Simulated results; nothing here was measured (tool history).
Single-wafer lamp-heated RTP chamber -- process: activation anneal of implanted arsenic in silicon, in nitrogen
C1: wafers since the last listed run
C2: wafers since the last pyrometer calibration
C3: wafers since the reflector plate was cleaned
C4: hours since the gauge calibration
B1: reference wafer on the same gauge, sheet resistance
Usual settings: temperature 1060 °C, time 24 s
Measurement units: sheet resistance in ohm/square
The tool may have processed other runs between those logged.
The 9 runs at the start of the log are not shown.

run 10 hour=610.4 | temperature=1060 time=24 | C1=752 C2=3543 C3=2757 C4=1323.5 | B1=149.42 | sheet_resistance=157.37
run 11 hour=638 | temperature=1060 time=24 | C1=453 C2=3997 C3=3210 C4=1351.1 | B1=149.53 | sheet_resistance=156.83
run 12 hour=705 | temperature=1060 time=24 | C1=1100 C2=5098 C3=4311 C4=1418.1 | B1=149.76 | sheet_resistance=157.4
run 13 hour=757.6 | temperature=1060 time=24 | C1=864 C2=5962 C3=5176 C4=1470.7 | B1=150.25 | sheet_resistance=158.03
-- hour=780 pyrometer window cleaned and pyrometer calibrated
run 14 hour=792.8 | temperature=1060 time=24 | C1=446 C2=209 C3=5623 C4=1505.9 | B1=150.23 | sheet_resistance=157.01
run 15 hour=859 | temperature=1082 time=24 | C1=1087 C2=1297 C3=6710 C4=1572.1 | B1=150.78 | sheet_resistance=153.59
run 16 hour=893.3 | temperature=1060 time=24 | C1=563 C2=1861 C3=7274 C4=1606.4 | B1=150.5 | sheet_resistance=159
run 17 hour=933.6 | temperature=1060 time=20 | C1=662 C2=2523 C3=7936 C4=1646.7 | B1=150.48 | sheet_resistance=159.91
-- hour=958.3 reflector plate cleaned
run 18 hour=979.7 | temperature=1060 time=24 | C1=626 C2=3149 C3=350 C4=1692.8 | B1=150.85 | sheet_resistance=159.42
run 19 hour=1024.4 | temperature=1069 time=18 | C1=734 C2=3884 C3=1085 C4=1737.5 | B1=151.22 | sheet_resistance=160.98
-- hour=1025.7 gauge calibrated
run 20 hour=1076.3 | temperature=1060 time=18 | C1=852 C2=4736 C3=1938 C4=50.6 | B1=145.49 | sheet_resistance=154.59
run 21 hour=1145.8 | temperature=1049 time=32 | C1=1141 C2=5878 C3=3080 C4=120.1 | B1=145.82 | sheet_resistance=151.85
-- hour=1184.9 pyrometer window cleaned and pyrometer calibrated
run 22 hour=1185.4 | temperature=1046 time=17 | C1=519 C2=7 C3=3599 C4=159.7 | B1=145.7 | sheet_resistance=160.47
run 23 hour=1218.3 | temperature=1060 time=24 | C1=540 C2=548 C3=4139 C4=192.6 | B1=145.93 | sheet_resistance=154.76
run 24 hour=1392.8 | temperature=1035 time=36 | C1=2867 C2=3415 C3=7007 C4=367.1 | B1=146.73 | sheet_resistance=155.09
run 25 hour=1421.5 | temperature=1060 time=24 | C1=471 C2=3887 C3=7478 C4=395.8 | B1=146.96 | sheet_resistance=154.35
run 26 hour=1471.7 | temperature=1051 time=28 | C1=824 C2=4712 C3=8303 C4=446 | B1=146.76 | sheet_resistance=154.29
run 27 hour=1532.5 | temperature=1060 time=38 | C1=999 C2=5711 C3=9302 C4=506.8 | B1=147.21 | sheet_resistance=148.74

Run 28 has not been measured yet. What should we expect?
-- hour=1561.9 pyrometer window cleaned and pyrometer calibrated
-- hour=1581.7 reflector plate cleaned
run 28 hour=1582.2 | temperature=1077 time=24 | C1=553 C2=202 C3=7 C4=556.5 | B1=? | sheet_resistance=?

Run 28 produced B1 147.31, sheet resistance 150.77 ohm/square.
Minus the tool's unlogged condition, the same run would have read sheet resistance 148.38 ohm/square.

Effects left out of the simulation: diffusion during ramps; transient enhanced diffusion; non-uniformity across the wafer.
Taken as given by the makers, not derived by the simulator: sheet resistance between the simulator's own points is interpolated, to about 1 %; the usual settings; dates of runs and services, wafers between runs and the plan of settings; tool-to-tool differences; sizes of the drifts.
